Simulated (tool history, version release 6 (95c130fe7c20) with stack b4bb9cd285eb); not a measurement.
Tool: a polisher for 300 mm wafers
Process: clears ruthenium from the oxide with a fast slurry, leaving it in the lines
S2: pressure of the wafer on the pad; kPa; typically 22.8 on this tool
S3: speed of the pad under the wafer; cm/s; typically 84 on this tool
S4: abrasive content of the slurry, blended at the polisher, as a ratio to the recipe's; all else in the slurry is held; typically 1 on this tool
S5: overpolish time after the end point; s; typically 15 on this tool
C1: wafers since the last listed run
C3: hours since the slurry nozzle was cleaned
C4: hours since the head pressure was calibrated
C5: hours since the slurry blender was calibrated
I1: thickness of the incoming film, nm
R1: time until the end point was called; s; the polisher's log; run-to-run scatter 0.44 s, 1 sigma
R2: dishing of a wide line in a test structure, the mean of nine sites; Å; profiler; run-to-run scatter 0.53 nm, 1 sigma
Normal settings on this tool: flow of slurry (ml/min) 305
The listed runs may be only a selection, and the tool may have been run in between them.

Run 1, day 0: usual settings; C1 0; wafers polished on this pad 932; C3 162.3; C4 946.1; C5 19.2; I1 179.9. Result: R1 45.9 s, R2 470 Å.
Run 2, day 0.721: usual settings; C1 284; wafers polished on this pad 1216; C3 179.6; C4 963.4; C5 36.5; I1 182.1. Result: R1 46.7 s, R2 473 Å.
At day 1.575: worn pad replaced by a new one.
At day 2.75: head pressure recalibrated.
Run 3, day 2.821: usual settings; C1 729; wafers polished on this pad 458; C3 230; C4 1.7; C5 86.9; I1 182. Result: R1 47.7 s, R2 463 Å.
Run 4, day 3.388: usual settings; C1 223; wafers polished on this pad 682; C3 243.6; C4 15.3; C5 100.5; I1 180.2. Result: R1 48.5 s, R2 442 Å.
Run 5, day 3.95: usual settings; C1 221; wafers polished on this pad 903; C3 257.1; C4 28.8; C5 114; I1 181.5. Result: R1 49.6 s, R2 441 Å.
Run 6, day 4.325: usual settings but S2 28.3 kPa; C1 147; wafers polished on this pad 1051; C3 266.1; C4 37.8; C5 123; I1 181.3. Result: R1 40.5 s, R2 533 Å.
At day 4.954: slurry blender recalibrated.
Run 7, day 5.017: usual settings; C1 239; wafers polished on this pad 1291; C3 282.7; C4 54.4; C5 1.5; I1 176.6. Result: R1 45.3 s, R2 469 Å.
At day 5.767: worn pad replaced by a new one.
Run 8, day 5.788: usual settings; C1 238; wafers polished on this pad 7; C3 301.2; C4 72.9; C5 20; I1 182.4. Result: R1 47.1 s, R2 468 Å.
Run 9, day 6.125: usual settings but S2 19.3 kPa; C1 133; wafers polished on this pad 140; C3 309.3; C4 81; C5 28.1; I1 181.5. Result: R1 55.1 s, R2 408 Å.
Run 10, day 6.858: usual settings but S2 19.3 kPa; C1 289; wafers polished on this pad 429; C3 326.9; C4 98.6; C5 45.7; I1 180. Result: R1 55.3 s, R2 404 Å.
Run 11, day 7.204: usual settings but S2 19.3 kPa; C1 136; wafers polished on this pad 566; C3 335.2; C4 106.9; C5 54; I1 182.2. Result: R1 56 s, R2 397 Å.
Run 12, day 7.888: usual settings but flow of slurry (ml/min) 265, S3 74 cm/s; C1 269; wafers polished on this pad 835; C3 351.6; C4 123.3; C5 70.4; I1 180.3. Result: R1 54 s, R2 415 Å.
Run 13, day 8.242: usual settings; C1 139; wafers polished on this pad 974; C3 360.1; C4 131.8; C5 78.9; I1 181.9. Result: R1 48.2 s, R2 450 Å.
At day 8.338: slurry nozzle cleaned.
Run 14, day 8.542: usual settings but S5 9 s; C1 101; wafers polished on this pad 1076; C3 4.9; C4 139; C5 86.1; I1 180.6. Result: R1 49 s, R2 279 Å.
Run 15, day 9.133: usual settings but S4 1.2, S5 8 s; C1 233; wafers polished on this pad 1309; C3 19.1; C4 153.2; C5 100.3; I1 181.3. Result: R1 45.6 s, R2 266 Å.
Run 16, day 9.388: usual settings but S2 19.3 kPa; C1 100; wafers polished on this pad 1410; C3 25.2; C4 159.3; C5 106.4; I1 181.5. Result: R1 59.2 s, R2 383 Å.
At day 9.921: worn pad replaced by a new one.
At day 9.962: slurry blender recalibrated.
Run 17, day 9.983: usual settings; C1 151; wafers polished on this pad 7; C3 39.5; C4 173.6; C5 0.5; I1 179.6. Result: R1 44.9 s, R2 480 Å.
Run 18, day 10.238: usual settings but S2 15.9 kPa, S3 100 cm/s; C1 100; wafers polished on this pad 107; C3 45.6; C4 179.7; C5 6.6; I1 179.6. Result: R1 56.6 s, R2 394 Å.
Run 19, day 10.838: usual settings but S2 20 kPa, S4 1.3; C1 236; wafers polished on this pad 344; C3 60; C4 194.1; C5 21; I1 182.9. Result: R1 46.7 s, R2 467 Å.
Run 20, day 11.242: usual settings but S2 17.9 kPa, S4 0.75; C1 159; wafers polished on this pad 503; C3 69.7; C4 203.8; C5 30.7; I1 181.6. Result: R1 69.3 s, R2 332 Å.
Run 21, day 11.625: usual settings but S3 76 cm/s, S4 0.85; C1 151; wafers polished on this pad 654; C3 78.9; C4 213; C5 39.9; I1 177.6. Result: R1 54.5 s, R2 399 Å.
Run 22, day 12.196: usual settings but S3 62 cm/s, S4 0.75, S5 20 s; C1 224; wafers polished on this pad 879; C3 92.6; C4 226.7; C5 53.6; I1 183.5. Result: R1 69.9 s, R2 416 Å.
Run 23, day 12.612: usual settings but S4 0.9; C1 164; wafers polished on this pad 1043; C3 102.6; C4 236.7; C5 63.6; I1 177.6. Result: R1 48.7 s, R2 443 Å.
At day 13.996: worn pad replaced by a new one.
Run 24, day 14.158: usual settings but S2 25.5 kPa, S3 98 cm/s, S4 1.1; C1 543; wafers polished on this pad 63; C3 139.7; C4 273.8; C5 100.7; I1 184.1. Result: R1 37 s, R2 575 Å.
Run 25, day 14.762: usual settings but flow of slurry (ml/min) 335, S2 15.2 kPa; C1 238; wafers polished on this pad 301; C3 154.2; C4 288.3; C5 115.2; I1 181.6. Result: R1 74 s, R2 308 Å.
Run 26, day 15.358: usual settings but flow of slurry (ml/min) 245, S3 76 cm/s; C1 234; wafers polished on this pad 536; C3 168.5; C4 302.6; C5 129.5; I1 179. Result: R1 56 s, R2 406 Å.
Run 27, day 15.829: usual settings but S3 62 cm/s, S4 0.75, S5 20 s; C1 185; wafers polished on this pad 722; C3 179.8; C4 313.9; C5 140.8; I1 177.9. Result: R1 77.7 s, R2 374 Å.

Across each entry between runs, compare the hidden state at the last listed run before it with the hidden state at the first listed run after it:
Logged between run 2 and run 3: worn pad replaced by a new one (day 1.575); head pressure recalibrated (day 2.75)
  abrasive missing from the slurry, %: 2.14 -> 8.83
  the result without the hidden state subtracted from the measured one, R1: +0.5 -> +2.2 s; R2: -4 -> -19 Å
Logged between run 6 and run 7: slurry blender recalibrated (day 4.954)
  abrasive missing from the slurry, %: 17 -> 2.5
  the result without the hidden state subtracted from the measured one, R1: +3.7 -> +0.6 s; R2: -46 -> -5 Å
Logged between run 7 and run 8: worn pad replaced by a new one (day 5.767)
  abrasive missing from the slurry, %: 2.5 -> 2.93
  the result without the hidden state subtracted from the measured one, R1: +0.6 -> +0.7 s; R2: -5 -> -6 Å
Logged between run 13 and run 14: slurry nozzle cleaned (day 8.338)
  abrasive missing from the slurry, %: 9.2 -> 10.5
  the result without the hidden state subtracted from the measured one, R1: +2.3 -> +2.7 s; R2: -19 -> -15 Å
Logged between run 16 and run 17: worn pad replaced by a new one (day 9.921); slurry blender recalibrated (day 9.962)
  abrasive missing from the slurry, %: 14.7 -> 0.0599
  the result without the hidden state subtracted from the measured one, R1: +4.6 -> +0 s; R2: -29 -> +0 Å
Logged between run 23 and run 24: worn pad replaced by a new one (day 13.996)
  abrasive missing from the slurry, %: 4.41 -> 11
  the result without the hidden state subtracted from the measured one, R1: +1.2 -> +2 s; R2: -10 -> -28 Å
